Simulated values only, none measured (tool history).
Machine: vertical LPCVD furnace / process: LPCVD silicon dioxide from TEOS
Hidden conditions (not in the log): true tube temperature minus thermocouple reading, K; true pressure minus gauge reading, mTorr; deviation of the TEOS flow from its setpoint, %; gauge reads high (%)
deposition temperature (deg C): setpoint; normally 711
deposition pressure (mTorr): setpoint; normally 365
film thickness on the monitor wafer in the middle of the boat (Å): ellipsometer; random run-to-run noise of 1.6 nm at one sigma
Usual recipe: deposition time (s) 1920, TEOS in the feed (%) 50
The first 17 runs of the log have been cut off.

| run | day | deposition temperature (deg C) | deposition pressure (mTorr) | deposition time (s) | TEOS in the feed (%) | wafers since the last listed run | hours since the last temperature calibration | hours since the pressure gauge was zeroed | hours since the TEOS flow controller was replaced | hours since the gauge calibration | read-back reference wafer on the same gauge, thickness | film thickness on the monitor wafer in the middle of the boat (Å) |
|---|---|---|---|---|---|---|---|---|---|---|---|---|
| 18 | 35.167 | 715 | 365 | 1290 | 50 | 539 | 311.1 | 3811 | 2775 | 956.3 | 301.84 | 2026.7 |
| 19 | 37.546 | 706 | 300 | 1920 | 50 | 981 | 368.2 | 3868.1 | 2832.1 | 1013.4 | 301.68 | 2240.5 |
|  | 39.838 | TEOS flow controller replaced |
| 20 | 39.858 | 711 | 365 | 1920 | 57 | 541 | 423.7 | 3923.6 | 0.5 | 1068.9 | 300.91 | 2926.6 |
| 21 | 41.179 | 708 | 365 | 1440 | 50 | 545 | 455.4 | 3955.3 | 32.2 | 1100.6 | 301.62 | 1948.1 |
|  | 41.404 | gauge calibrated |
| 22 | 42.712 | 711 | 365 | 1920 | 50 | 632 | 492.2 | 3992.1 | 69 | 31.4 | 302.29 | 2749.6 |
| 23 | 44.258 | 711 | 310 | 2520 | 50 | 637 | 529.3 | 4029.2 | 106.1 | 68.5 | 301.79 | 3373.4 |
|  | 45.308 | pressure gauge zeroed |
| 24 | 45.629 | 711 | 295 | 1440 | 47 | 153 | 562.2 | 7.7 | 139 | 101.4 | 302.66 | 1812.3 |
| 25 | 46.883 | 723 | 305 | 1680 | 44 | 517 | 592.3 | 37.8 | 169.1 | 131.5 | 301.68 | 2725.1 |
| 26 | 49.842 | 711 | 430 | 2370 | 50 | 1220 | 663.3 | 108.8 | 240.1 | 202.5 | 301.15 | 3739.1 |
| 27 | 52.046 | 711 | 405 | 1710 | 50 | 909 | 716.2 | 161.7 | 293 | 255.4 | 301.89 | 2613.7 |
| 28 | 54.175 | 711 | 365 | 1920 | 50 | 878 | 767.3 | 212.8 | 344.1 | 306.5 | 302.43 | 2784.9 |
| 29 | 56.262 | 702 | 405 | 1920 | 50 | 861 | 817.4 | 262.9 | 394.2 | 356.6 | 301.89 | 2390.4 |
| 30 | 58.296 | 711 | 365 | 1920 | 42 | 839 | 866.2 | 311.7 | 443 | 405.4 | 301.67 | 2538.3 |
| 31 | 61.117 | 711 | 365 | 1920 | 50 | 1164 | 933.9 | 379.4 | 510.7 | 473.1 | 302.31 | 2792.2 |

4 ways to go on from here, each from the tool as it stands after run 31. What would each give?
| A | 61.288 | 711 | 365 | 1920 | 50 | 70 | 938 | 383.5 | 514.8 | 477.2 | ? | ? |
| B | 61.288 | 718 | 395 | 2250 | 50 | 70 | 938 | 383.5 | 514.8 | 477.2 | ? | ? |
| C | 61.288 | 711 | 310 | 1920 | 46 | 70 | 938 | 383.5 | 514.8 | 477.2 | ? | ? |
| D | 61.288 | 711 | 300 | 2580 | 50 | 70 | 938 | 383.5 | 514.8 | 477.2 | ? | ? |

| run | read-back reference wafer on the same gauge, thickness | film thickness on the monitor wafer in the middle of the boat (Å) |
|---|---|---|
| A | 301.7 | 2795.8 |
| B | 301.7 | 3991 |
| C | 301.7 | 2471.3 |
| D | 301.7 | 3405.9 |
Without the tool's hidden state the same runs would have given:
| run | film thickness on the monitor wafer in the middle of the boat (Å) |
|---|---|
| A | 2759.5 |
| B | 3939.9 |
| C | 2439.2 |
| D | 3361.7 |
